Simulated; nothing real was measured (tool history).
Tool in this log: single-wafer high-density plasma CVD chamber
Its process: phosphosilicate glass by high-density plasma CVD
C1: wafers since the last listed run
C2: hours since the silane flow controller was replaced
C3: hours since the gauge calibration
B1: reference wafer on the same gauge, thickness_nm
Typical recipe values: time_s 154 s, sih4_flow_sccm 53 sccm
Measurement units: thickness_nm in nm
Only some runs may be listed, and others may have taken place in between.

{"run": 1, "hour": 0.0, "time_s": 135, "sih4_flow_sccm": 53, "C1": 0, "C2": 1286.1, "C3": 450.5, "B1": 712.535, "thickness_nm": 653.708}
{"run": 2, "hour": 14.8, "time_s": 154, "sih4_flow_sccm": 53, "C1": 146, "C2": 1300.9, "C3": 465.3, "B1": 712.598, "thickness_nm": 749.833}
{"run": 3, "hour": 34.3, "time_s": 154, "sih4_flow_sccm": 53, "C1": 192, "C2": 1320.4, "C3": 484.8, "B1": 711.594, "thickness_nm": 749.659}
{"run": 4, "hour": 53.9, "time_s": 154, "sih4_flow_sccm": 53, "C1": 193, "C2": 1340.0, "C3": 504.4, "B1": 711.776, "thickness_nm": 746.019}
{"run": 5, "hour": 86.1, "time_s": 154, "sih4_flow_sccm": 53, "C1": 317, "C2": 1372.2, "C3": 536.6, "B1": 712.258, "thickness_nm": 754.174}
{"run": 6, "hour": 110.9, "time_s": 154, "sih4_flow_sccm": 53, "C1": 244, "C2": 1397.0, "C3": 561.4, "B1": 711.596, "thickness_nm": 747.339}
{"run": 7, "hour": 128.1, "time_s": 154, "sih4_flow_sccm": 53, "C1": 169, "C2": 1414.2, "C3": 578.6, "B1": 711.234, "thickness_nm": 750.044}
{"run": 8, "hour": 161.6, "time_s": 154, "sih4_flow_sccm": 53, "C1": 330, "C2": 1447.7, "C3": 612.1, "B1": 712.202, "thickness_nm": 745.79}
{"run": 9, "hour": 184.9, "time_s": 154, "sih4_flow_sccm": 57, "C1": 229, "C2": 1471.0, "C3": 635.4, "B1": 711.372, "thickness_nm": 800.168}
{"run": 10, "hour": 262.5, "time_s": 154, "sih4_flow_sccm": 56, "C1": 765, "C2": 1548.6, "C3": 713.0, "B1": 711.877, "thickness_nm": 789.676}
{"run": 11, "hour": 277.7, "time_s": 154, "sih4_flow_sccm": 51, "C1": 149, "C2": 1563.8, "C3": 728.2, "B1": 711.738, "thickness_nm": 722.829}
{"run": 12, "hour": 294.5, "time_s": 154, "sih4_flow_sccm": 53, "C1": 165, "C2": 1580.6, "C3": 745.0, "B1": 711.943, "thickness_nm": 750.675}
{"run": 13, "hour": 316.6, "time_s": 154, "sih4_flow_sccm": 53, "C1": 218, "C2": 1602.7, "C3": 767.1, "B1": 712.707, "thickness_nm": 744.611}
{"run": 14, "hour": 331.0, "time_s": 154, "sih4_flow_sccm": 53, "C1": 142, "C2": 1617.1, "C3": 781.5, "B1": 711.366, "thickness_nm": 745.15}
{"hour": 336.9, "done": "gauge calibrated"}
{"run": 15, "hour": 353.0, "time_s": 154, "sih4_flow_sccm": 53, "C1": 217, "C2": 1639.1, "C3": 16.1, "B1": 712.158, "thickness_nm": 745.267}
{"run": 16, "hour": 368.1, "time_s": 154, "sih4_flow_sccm": 53, "C1": 149, "C2": 1654.2, "C3": 31.2, "B1": 711.746, "thickness_nm": 749.044}
{"hour": 386.0, "done": "silane flow controller replaced"}
{"run": 17, "hour": 395.7, "time_s": 154, "sih4_flow_sccm": 49, "C1": 193, "C2": 9.7, "C3": 58.8, "B1": 711.317, "thickness_nm": 718.257}
{"run": 18, "hour": 422.2, "time_s": 154, "sih4_flow_sccm": 49, "C1": 261, "C2": 36.2, "C3": 85.3, "B1": 712.215, "thickness_nm": 716.352}
{"run": 19, "hour": 444.2, "time_s": 154, "sih4_flow_sccm": 53, "C1": 217, "C2": 58.2, "C3": 107.3, "B1": 711.988, "thickness_nm": 766.396}
{"run": 20, "hour": 474.9, "time_s": 161, "sih4_flow_sccm": 53, "C1": 302, "C2": 88.9, "C3": 138.0, "B1": 711.852, "thickness_nm": 807.378}
{"run": 21, "hour": 495.2, "time_s": 135, "sih4_flow_sccm": 62, "C1": 200, "C2": 109.2, "C3": 158.3, "B1": 711.989, "thickness_nm": 777.556}
{"run": 22, "hour": 527.5, "time_s": 154, "sih4_flow_sccm": 53, "C1": 318, "C2": 141.5, "C3": 190.6, "B1": 711.916, "thickness_nm": 769.524}
{"run": 23, "hour": 556.9, "time_s": 163, "sih4_flow_sccm": 46, "C1": 290, "C2": 170.9, "C3": 220.0, "B1": 711.958, "thickness_nm": 710.895}
{"run": 24, "hour": 651.8, "time_s": 172, "sih4_flow_sccm": 56, "C1": 936, "C2": 265.8, "C3": 314.9, "B1": 711.737, "thickness_nm": 903.179}
{"run": 25, "hour": 675.3, "time_s": 178, "sih4_flow_sccm": 47, "C1": 231, "C2": 289.3, "C3": 338.4, "B1": 712.099, "thickness_nm": 789.626}
{"run": 26, "hour": 705.4, "time_s": 163, "sih4_flow_sccm": 60, "C1": 297, "C2": 319.4, "C3": 368.5, "B1": 711.872, "thickness_nm": 904.846}
{"run": 27, "hour": 758.7, "time_s": 154, "sih4_flow_sccm": 56, "C1": 525, "C2": 372.7, "C3": 421.8, "B1": 711.412, "thickness_nm": 805.366}
{"run": 28, "hour": 779.5, "time_s": 135, "sih4_flow_sccm": 49, "C1": 205, "C2": 393.5, "C3": 442.6, "B1": 711.751, "thickness_nm": 615.73}
{"run": 29, "hour": 812.1, "time_s": 154, "sih4_flow_sccm": 45, "C1": 321, "C2": 426.1, "C3": 475.2, "B1": 711.528, "thickness_nm": 650.258}
{"run": 30, "hour": 836.4, "time_s": 154, "sih4_flow_sccm": 53, "C1": 239, "C2": 450.4, "C3": 499.5, "B1": 711.908, "thickness_nm": 757.688}
{"run": 31, "hour": 853.3, "time_s": 133, "sih4_flow_sccm": 47, "C1": 166, "C2": 467.3, "C3": 516.4, "B1": 711.857, "thickness_nm": 587.711}
{"run": 32, "hour": 877.5, "time_s": 125, "sih4_flow_sccm": 62, "C1": 238, "C2": 491.5, "C3": 540.6, "B1": 712.414, "thickness_nm": 711.057}
{"run": 33, "hour": 894.6, "time_s": 167, "sih4_flow_sccm": 44, "C1": 168, "C2": 508.6, "C3": 557.7, "B1": 712.304, "thickness_nm": 687.461}
{"run": 34, "hour": 913.0, "time_s": 154, "sih4_flow_sccm": 43, "C1": 181, "C2": 527.0, "C3": 576.1, "B1": 711.459, "thickness_nm": 627.56}
{"run": 35, "hour": 942.9, "time_s": 179, "sih4_flow_sccm": 53, "C1": 295, "C2": 556.9, "C3": 606.0, "B1": 713.041, "thickness_nm": 879.257}
{"run": 36, "hour": 962.3, "time_s": 142, "sih4_flow_sccm": 43, "C1": 191, "C2": 576.3, "C3": 625.4, "B1": 712.679, "thickness_nm": 573.187}
{"run": 37, "hour": 1005.7, "time_s": 177, "sih4_flow_sccm": 56, "C1": 428, "C2": 619.7, "C3": 668.8, "B1": 711.644, "thickness_nm": 918.021}
{"run": 38, "hour": 1037.4, "time_s": 154, "sih4_flow_sccm": 56, "C1": 312, "C2": 651.4, "C3": 700.5, "B1": 711.576, "thickness_nm": 791.304}
{"run": 39, "hour": 1053.5, "time_s": 125, "sih4_flow_sccm": 50, "C1": 158, "C2": 667.5, "C3": 716.6, "B1": 711.216, "thickness_nm": 576.7}
{"run": 40, "hour": 1073.2, "time_s": 136, "sih4_flow_sccm": 53, "C1": 194, "C2": 687.2, "C3": 736.3, "B1": 712.147, "thickness_nm": 665.895}
{"run": 41, "hour": 1122.8, "time_s": 154, "sih4_flow_sccm": 48, "C1": 489, "C2": 736.8, "C3": 785.9, "B1": 712.434, "thickness_nm": 685.856}
{"run": 42, "hour": 1151.7, "time_s": 178, "sih4_flow_sccm": 59, "C1": 285, "C2": 765.7, "C3": 814.8, "B1": 710.903, "thickness_nm": 971.93}
{"run": 43, "hour": 1169.1, "time_s": 163, "sih4_flow_sccm": 53, "C1": 171, "C2": 783.1, "C3": 832.2, "B1": 711.872, "thickness_nm": 801.268}
{"run": 44, "hour": 1183.6, "time_s": 154, "sih4_flow_sccm": 53, "C1": 143, "C2": 797.6, "C3": 846.7, "B1": 712.314, "thickness_nm": 752.24}
{"run": 45, "hour": 1206.7, "time_s": 184, "sih4_flow_sccm": 43, "C1": 227, "C2": 820.7, "C3": 869.8, "B1": 712.472, "thickness_nm": 739.293}

Some steps in thickness_nm between neighbouring runs. How much of each would the tool show without its hidden state too (settings, what came in, random variation), and how much is left for the hidden state, with any gauge scatter that isn't in both results?
What the log doesn't record here: delivered silane flow above the setpoint (%); gauge reads high (%).
Run 16 -> 17: sih4_flow_sccm 53 -> 49, silane flow controller replaced. thickness_nm -30.787 nm: hidden state +21.305, all else -52.092.
Run 35 -> 36: time_s 179 -> 142, sih4_flow_sccm 53 -> 43. thickness_nm -306.070 nm: hidden state +5.485, all else -311.555.
Run 36 -> 37: time_s 142 -> 177, sih4_flow_sccm 43 -> 56. thickness_nm +344.834 nm: hidden state -7.329, all else +352.163.
Run 41 -> 42: time_s 154 -> 178, sih4_flow_sccm 48 -> 59. thickness_nm +286.074 nm: hidden state -6.656, all else +292.730.

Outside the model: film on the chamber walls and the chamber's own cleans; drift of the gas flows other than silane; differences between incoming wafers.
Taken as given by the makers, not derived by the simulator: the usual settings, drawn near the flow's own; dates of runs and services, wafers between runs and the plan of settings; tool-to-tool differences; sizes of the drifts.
